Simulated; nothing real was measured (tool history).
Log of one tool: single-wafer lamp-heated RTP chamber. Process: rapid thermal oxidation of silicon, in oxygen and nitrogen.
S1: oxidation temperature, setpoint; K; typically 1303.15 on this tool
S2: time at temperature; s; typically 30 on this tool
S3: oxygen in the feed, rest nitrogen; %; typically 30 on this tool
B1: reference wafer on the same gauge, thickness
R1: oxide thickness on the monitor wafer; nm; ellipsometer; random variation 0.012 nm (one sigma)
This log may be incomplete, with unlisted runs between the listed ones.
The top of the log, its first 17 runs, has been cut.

| run | hour | S1 | S2 | S3 | B1 | R1 |
|---|---|---|---|---|---|---|
| 18 | 465.7 | 1292.15 | 43 | 42 | 3.927 | 4.520 |
| 19 | 482.2 | 1329.15 | 41 | 54 | 3.929 | 6.202 |
| 20 | 507.8 | 1303.15 | 23 | 30 | 3.932 | 3.476 |
| 21 | 605.8 | 1295.15 | 30 | 19 | 3.947 | 3.245 |
| 22 | 641.3 | 1330.15 | 30 | 30 | 3.954 | 4.552 |
|  | 669.7 | oxygen flow controller replaced |
| 23 | 670.2 | 1303.15 | 30 | 30 | 3.959 | 3.849 |
| 24 | 679.5 | 1282.15 | 30 | 30 | 3.959 | 3.415 |
| 25 | 696.3 | 1303.15 | 30 | 57 | 3.960 | 4.706 |
|  | 706.2 | pyrometer window cleaned and pyrometer calibrated |
| 26 | 731.6 | 1320.15 | 30 | 53 | 3.968 | 5.122 |
| 27 | 758.1 | 1322.15 | 30 | 55 | 3.972 | 5.286 |
| 28 | 822.7 | 1295.15 | 30 | 19 | 3.982 | 3.287 |
| 29 | 850.0 | 1330.15 | 40 | 30 | 3.987 | 5.122 |
| 30 | 881.1 | 1314.15 | 17 | 39 | 3.990 | 3.644 |
| 31 | 899.8 | 1320.15 | 30 | 53 | 3.995 | 5.192 |

Alternative continuations, all from the tool just after run 31; predict every row:
| A | 900.2 | 1286.15 | 30 | 30 | ? | ? |
| B | 900.2 | 1321.15 | 30 | 30 | ? | ? |
| C | 900.2 | 1279.15 | 22 | 30 | ? | ? |
| D | 900.2 | 1312.15 | 39 | 17 | ? | ? |

| run | B1 | R1 |
|---|---|---|
| A | 3.994 | 3.536 |
| B | 3.994 | 4.348 |
| C | 3.994 | 3.091 |
| D | 3.994 | 3.842 |
What these runs would have given with no unlogged condition in the tool:
| run | R1 |
|---|---|
| A | 3.444 |
| B | 4.235 |
| C | 3.011 |
| D | 3.742 |

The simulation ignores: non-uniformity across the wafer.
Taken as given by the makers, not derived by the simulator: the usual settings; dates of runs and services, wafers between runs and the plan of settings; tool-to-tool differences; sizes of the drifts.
